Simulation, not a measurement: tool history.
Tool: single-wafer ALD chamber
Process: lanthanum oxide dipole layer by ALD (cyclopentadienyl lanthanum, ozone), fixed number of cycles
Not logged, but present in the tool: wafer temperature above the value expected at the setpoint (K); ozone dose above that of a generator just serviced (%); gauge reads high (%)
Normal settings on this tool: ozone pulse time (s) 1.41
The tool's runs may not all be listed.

run	hour	ozone pulse time (s)	wafers since the last listed run	hours since the last thermocouple change	hours since the last ozone generator service	hours since the showerhead was replaced	hours since the gauge calibration	read-back reference wafer on the same gauge, thickness_nm	mean film thickness on the monitor wafer (angstrom)
1	0	1.41	0	643.9	152.8	4558.9	524.4	0.643	5.31
2	60.4	1.41	571	704.3	213.2	4619.3	584.8	0.643	5.29
3	106.8	1.41	439	750.7	259.6	4665.7	631.2	0.643	5.25
# hour 193.2: thermocouple changed; heater temperature recalibrated
4	193.7	1.41	747	0.5	346.5	4752.6	718.1	0.643	5.19
5	272.5	1.41	746	79.3	425.3	4831.4	796.9	0.643	5.21
6	333.2	1.21	574	140	486	4892.1	857.6	0.643	4.85
# hour 343.6: ozone generator serviced
7	440.5	1.67	940	247.3	96.9	4999.4	964.9	0.643	5.63
8	526.1	1.67	810	332.9	182.5	5085	1050.5	0.643	5.52
9	623.1	1.56	918	429.9	279.5	5182	1147.5	0.643	5.41
10	680.9	1.41	547	487.7	337.3	5239.8	1205.3	0.643	5.26
11	763.9	1.41	786	570.7	420.3	5322.8	1288.3	0.643	5.25
12	836.5	1.41	687	643.3	492.9	5395.4	1360.9	0.643	5.23
# hour 874.1: ozone generator serviced
13	884.3	1.41	376	691.1	10.2	5443.2	1408.7	0.643	5.47
14	928	1.41	413	734.8	53.9	5486.9	1452.4	0.643	5.42
15	1012.7	1.41	802	819.5	138.6	5571.6	1537.1	0.643	5.35
16	1063.8	1.41	483	870.6	189.7	5622.7	1588.2	0.643	5.31
# hour 1103.4: thermocouple changed; heater temperature recalibrated
17	1129.8	1.57	549	26.4	255.7	5688.7	1654.2	0.643	5.42
18	1217.7	1.97	832	114.3	343.6	5776.6	1742.1	0.643	5.65
19	1316.6	1.07	936	213.2	442.5	5875.5	1841	0.643	4.6
# hour 1361.1: showerhead replaced
20	1372.5	1.41	453	269.1	498.4	11.4	1896.9	0.643	5.23
21	1454	1.79	771	350.6	579.9	92.9	1978.4	0.643	5.56
# hour 1493.7: ozone generator serviced
22	1538.4	1.41	723	435	44.7	177.3	2062.8	0.643	5.42
# hour 1581.9: gauge calibrated
23	1615.4	1.08	729	512	121.7	254.3	33.5	0.643	4.84
24	1656.7	1.03	391	553.3	163	295.6	74.8	0.643	4.69
25	1760.6	1.41	983	657.2	266.9	399.5	178.7	0.643	5.24
26	1985.8	1.18	2132	882.4	492.1	624.7	403.9	0.643	4.82
# hour 2023.8: thermocouple changed; heater temperature recalibrated
# hour 2048.8: ozone generator serviced
27	2055.4	1.02	507	31.6	6.6	694.3	473.5	0.643	4.91
28	2138.4	1.71	786	114.6	89.6	777.3	556.5	0.643	5.63
29	2245	1.75	1009	221.2	196.2	883.9	663.1	0.643	5.59
30	2317.3	1.2	684	293.5	268.5	956.2	735.4	0.643	4.97
31	2379.1	1.09	585	355.3	330.3	1018	797.2	0.643	4.71
32	2454	1.91	709	430.2	405.2	1092.9	872.1	0.643	5.64
33	2526.3	1.63	684	502.5	477.5	1165.2	944.4	0.643	5.41

Below are 5 alternative next runs, each starting from the tool's condition after run 33. Predict each:
A	2526.7	1.41	3	502.9	477.9	1165.6	944.8	?	?
B	2526.7	1.05	3	502.9	477.9	1165.6	944.8	?	?
C	2526.7	1.58	3	502.9	477.9	1165.6	944.8	?	?
D	2526.7	0.86	3	502.9	477.9	1165.6	944.8	?	?
E	2526.7	0.99	3	502.9	477.9	1165.6	944.8	?	?

run	read-back reference wafer on the same gauge, thickness_nm	mean film thickness on the monitor wafer (angstrom)
A	0.643	5.21
B	0.643	4.57
C	0.643	5.39
D	0.643	3.99
E	0.643	4.41
Stripped of hidden state, with their random variation kept, the same runs would have yielded:
run	mean film thickness on the monitor wafer (angstrom)
A	5.49
B	4.99
C	5.61
D	4.48
E	4.86
